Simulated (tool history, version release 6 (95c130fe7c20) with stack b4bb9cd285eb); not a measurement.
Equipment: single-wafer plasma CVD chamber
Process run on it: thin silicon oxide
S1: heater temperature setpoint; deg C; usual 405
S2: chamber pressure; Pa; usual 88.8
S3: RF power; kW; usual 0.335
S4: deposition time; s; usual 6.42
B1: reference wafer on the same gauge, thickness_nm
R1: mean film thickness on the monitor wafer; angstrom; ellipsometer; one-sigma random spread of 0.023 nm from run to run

run   hour   S1     S2     S3    S4     B1     R1
  1      0  405   88.8  0.335  6.42  8.066  85.77
  2   35.6  405   88.8  0.335  6.42  8.072  85.64
  3   50.4  405   88.8  0.335  6.42  8.074  85.76
  4   68.2  405   88.8  0.335  6.42  8.072  85.48
  5   86.5  405   88.8  0.335  6.42  8.067  85.76
  6  109.7  419  101.6  0.335  6.42   8.07  95.88
     121.5  -- showerhead replaced
     131.4  -- gauge calibrated
  7  134.1  415   77.6   0.36  6.09  8.069   72.6
  8  146.1  405   88.8  0.335  6.42  8.069  85.68
     171.2  -- RF generator calibrated
  9  173.5  405   88.8   0.36  7.03  8.069  95.36
 10  191.4  399  101.7   0.38  5.49   8.07  85.52
 11  216.8  405   88.8  0.315  6.42  8.071  84.98
 12  236.9  415   88.8  0.285  6.42  8.074  82.73
 13  249.4  415   88.8  0.285  6.42  8.071  82.71
 14    271  394   88.8  0.285  5.34  8.076   69.7
 15  293.3  405   88.8  0.335  6.42  8.065  85.58
       316  -- thermocouple changed; heater temperature recalibrated
 16  322.5  405   88.8  0.335  5.86  8.067  78.58
 17  336.7  405   77.6   0.27  7.02   8.07  79.83
 18  358.3  405   99.5   0.38  6.42  8.073  97.52
 19  372.8  409  109.2   0.39  5.35  8.071  88.79
 20  404.9  417   88.8   0.36  5.18  8.076  69.82
     427.6  -- capacitance manometer re-zeroed and calibrated
 21  428.1  405  105.6  0.335  5.64  8.068  87.91
 22  458.4  405   88.8  0.335  6.42  8.065  85.63
 23  487.3  405   88.8  0.335  6.42  8.071  85.78
 24  593.5  405   76.8  0.335  6.04  8.069   70.5
 25  617.9  412   88.8   0.38  6.42  8.067  87.75
 26  640.6  410   80.8  0.335  7.24   8.07  87.69
 27  671.4  405   88.8  0.335  6.42  8.072  85.81
 28  703.4  405   77.2   0.29  6.42  8.065  73.25
 29  727.5  416   88.8  0.315  6.42  8.073  84.21
 30  755.7  405   80.3   0.29   6.8  8.069  80.47

List, for all runs, the conditions of the tool that the log does not record:
wafer temperature above the value expected at the setpoint (K): 0 on each run
delivered RF power above the setpoint (%): 0 on each run
true pressure above the setpoint (%): 0 on each run
gauge reads high (%): 0 on each run

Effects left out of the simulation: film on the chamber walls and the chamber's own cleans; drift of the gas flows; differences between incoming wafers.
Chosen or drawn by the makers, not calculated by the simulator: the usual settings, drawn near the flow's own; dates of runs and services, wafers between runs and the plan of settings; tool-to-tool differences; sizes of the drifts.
